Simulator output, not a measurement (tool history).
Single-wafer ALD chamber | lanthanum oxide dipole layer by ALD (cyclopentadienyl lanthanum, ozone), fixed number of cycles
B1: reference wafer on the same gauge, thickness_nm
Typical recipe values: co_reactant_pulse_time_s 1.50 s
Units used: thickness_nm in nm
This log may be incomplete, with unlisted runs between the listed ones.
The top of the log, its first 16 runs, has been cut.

{"run": 17, "hour": 1944.2, "co_reactant_pulse_time_s": 1.8, "B1": 0.565, "thickness_nm": 0.582}
{"run": 18, "hour": 2049.9, "co_reactant_pulse_time_s": 1.34, "B1": 0.565, "thickness_nm": 0.556}
{"hour": 2077.6, "done": "ozone generator serviced"}
{"run": 19, "hour": 2154.0, "co_reactant_pulse_time_s": 1.75, "B1": 0.565, "thickness_nm": 0.585}
{"run": 20, "hour": 2212.8, "co_reactant_pulse_time_s": 2.01, "B1": 0.565, "thickness_nm": 0.592}
{"run": 21, "hour": 2290.6, "co_reactant_pulse_time_s": 1.5, "B1": 0.565, "thickness_nm": 0.571}
{"run": 22, "hour": 2358.1, "co_reactant_pulse_time_s": 1.71, "B1": 0.565, "thickness_nm": 0.58}
{"run": 23, "hour": 2462.3, "co_reactant_pulse_time_s": 1.5, "B1": 0.565, "thickness_nm": 0.564}
{"run": 24, "hour": 2563.2, "co_reactant_pulse_time_s": 1.86, "B1": 0.565, "thickness_nm": 0.582}
{"run": 25, "hour": 2662.0, "co_reactant_pulse_time_s": 1.5, "B1": 0.565, "thickness_nm": 0.565}

What will run 26 give?
{"run": 26, "hour": 2729.0, "co_reactant_pulse_time_s": 1.93, "B1": "?", "thickness_nm": "?"}

Run 26 came out at B1 0.565, thickness_nm 0.582 nm.
On a tool with no hidden condition, and with the same random variation, this run would have come out at thickness_nm 0.595 nm.
